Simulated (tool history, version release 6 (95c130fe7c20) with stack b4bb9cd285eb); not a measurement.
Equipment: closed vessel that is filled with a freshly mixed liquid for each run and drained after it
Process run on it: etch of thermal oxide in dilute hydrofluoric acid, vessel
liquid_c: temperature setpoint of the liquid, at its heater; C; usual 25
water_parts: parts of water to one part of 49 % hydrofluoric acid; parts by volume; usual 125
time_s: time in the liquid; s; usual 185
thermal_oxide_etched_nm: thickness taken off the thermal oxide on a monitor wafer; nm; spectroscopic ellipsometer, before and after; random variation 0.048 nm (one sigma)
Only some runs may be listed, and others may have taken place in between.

run,hour,liquid_c,water_parts,time_s,wafers since the last listed run,hours since the thermometer was replaced,hours since the hydrofluoric acid flow meter was replaced,hours since the gauge calibration,"read-back film thickness of the thermal oxide reference wafer, read on the same gauge (nm)",thermal_oxide_etched_nm
1,0,25,140,120,0,573.4,2169.6,345.8,29.96,4.02
2,13.3,25,125,225,1518,586.7,2182.9,359.1,30.01,8.56
3,28.7,25,125,225,1758,602.1,2198.3,374.5,30.03,8.72
4,41.1,25,125,185,1416,614.5,2210.7,386.9,29.99,7.05
5,54.1,25,125,185,1484,627.5,2223.7,399.9,30.04,7.03
6,62.8,25,125,185,993,636.2,2232.4,408.6,29.99,7.1
7,105.5,25,125,185,4876,678.9,2275.1,451.3,29.97,7.12
8,115.6,25,125,185,1153,689,2285.2,461.4,29.98,7.16
9,130.1,25,90,185,1655,703.5,2299.7,475.9,30.04,10.4
10,143.2,25,90,185,1496,716.6,2312.8,489,30.02,10.33
# hour 145.7: hydrofluoric acid flow meter replaced
11,155.1,25,125,185,1244,728.5,9.4,500.9,30.04,7.18
12,171,25,105,185,1815,744.4,25.3,516.8,30.02,8.76
13,178.9,22.5,165,185,902,752.3,33.2,524.7,30.02,4.75
# hour 183.3: thermometer replaced
14,195.8,20,150,95,1815,12.5,50.1,541.6,29.97,2.29
15,203.3,25,125,260,856,20,57.6,549.1,29.96,9.35
16,218.9,23.5,95,140,1781,35.6,73.2,564.7,29.99,6.48
17,232.5,25,125,125,1553,49.2,86.8,578.3,30.01,4.47
18,242.1,25,125,220,1096,58.8,96.4,587.9,30.01,7.93
19,260,25,125,185,2044,76.7,114.3,605.8,30.03,6.71
20,270.1,25,160,250,1153,86.8,124.4,615.9,29.98,6.81
21,277.6,25,175,185,856,94.3,131.9,623.4,30,4.53
22,286.1,25,75,185,970,102.8,140.4,631.9,29.98,11.86
# hour 290.8: gauge calibrated
23,296.6,25,125,185,1199,113.3,150.9,5.8,29.96,6.74
24,310.5,22,75,90,1587,127.2,164.8,19.7,29.96,5.14
25,327.1,22,75,90,1895,143.8,181.4,36.3,29.98,5.15
26,343.4,25,125,85,1861,160.1,197.7,52.6,29.99,3.08
27,360.2,25,125,185,1918,176.9,214.5,69.4,29.97,6.65
28,377.8,25,125,105,2009,194.5,232.1,87,30,3.8
29,391.6,25,125,185,1576,208.3,245.9,100.8,29.97,6.84
30,428.8,25,125,185,4248,245.5,283.1,138,30.01,6.87
31,445.6,25,155,215,1918,262.3,299.9,154.8,29.98,6.18
32,454.9,22.5,145,240,1062,271.6,309.2,164.1,29.98,6.79
33,465,25,160,250,1153,281.7,319.3,174.2,30.03,6.95

Below, some changes in thermal_oxide_etched_nm between adjacent runs. For each, the amount present without the hidden state too (settings, incoming material, random variation) and the amount remaining for the hidden state with gauge scatter not shared by both compared results:
The tool's hidden condition here consists of: liquid hotter than its thermometer reads (K); hydrofluoric acid flow above the setpoint (%); gauge reads high (%).
Run 1 -> 2: water_parts 140 -> 125, time_s 120 -> 225. thermal_oxide_etched_nm +4.54 nm: hidden state +0.28, all else +4.26.
Run 12 -> 13: liquid_c 25 -> 22.5, water_parts 105 -> 165. thermal_oxide_etched_nm -4.01 nm: hidden state -0.3, all else -3.71.
Run 13 -> 14: liquid_c 22.5 -> 20, water_parts 165 -> 150, time_s 185 -> 95, thermometer replaced. thermal_oxide_etched_nm -2.46 nm: hidden state -0.33, all else -2.13.
Run 14 -> 15: liquid_c 20 -> 25, water_parts 150 -> 125, time_s 95 -> 260. thermal_oxide_etched_nm +7.06 nm: hidden state +0.01, all else +7.05.
Run 21 -> 22: water_parts 175 -> 75. thermal_oxide_etched_nm +7.33 nm: hidden state +0.09, all else +7.24.
Run 22 -> 23: water_parts 75 -> 125, gauge calibrated. thermal_oxide_etched_nm -5.12 nm: hidden state -0.05, all else -5.07.

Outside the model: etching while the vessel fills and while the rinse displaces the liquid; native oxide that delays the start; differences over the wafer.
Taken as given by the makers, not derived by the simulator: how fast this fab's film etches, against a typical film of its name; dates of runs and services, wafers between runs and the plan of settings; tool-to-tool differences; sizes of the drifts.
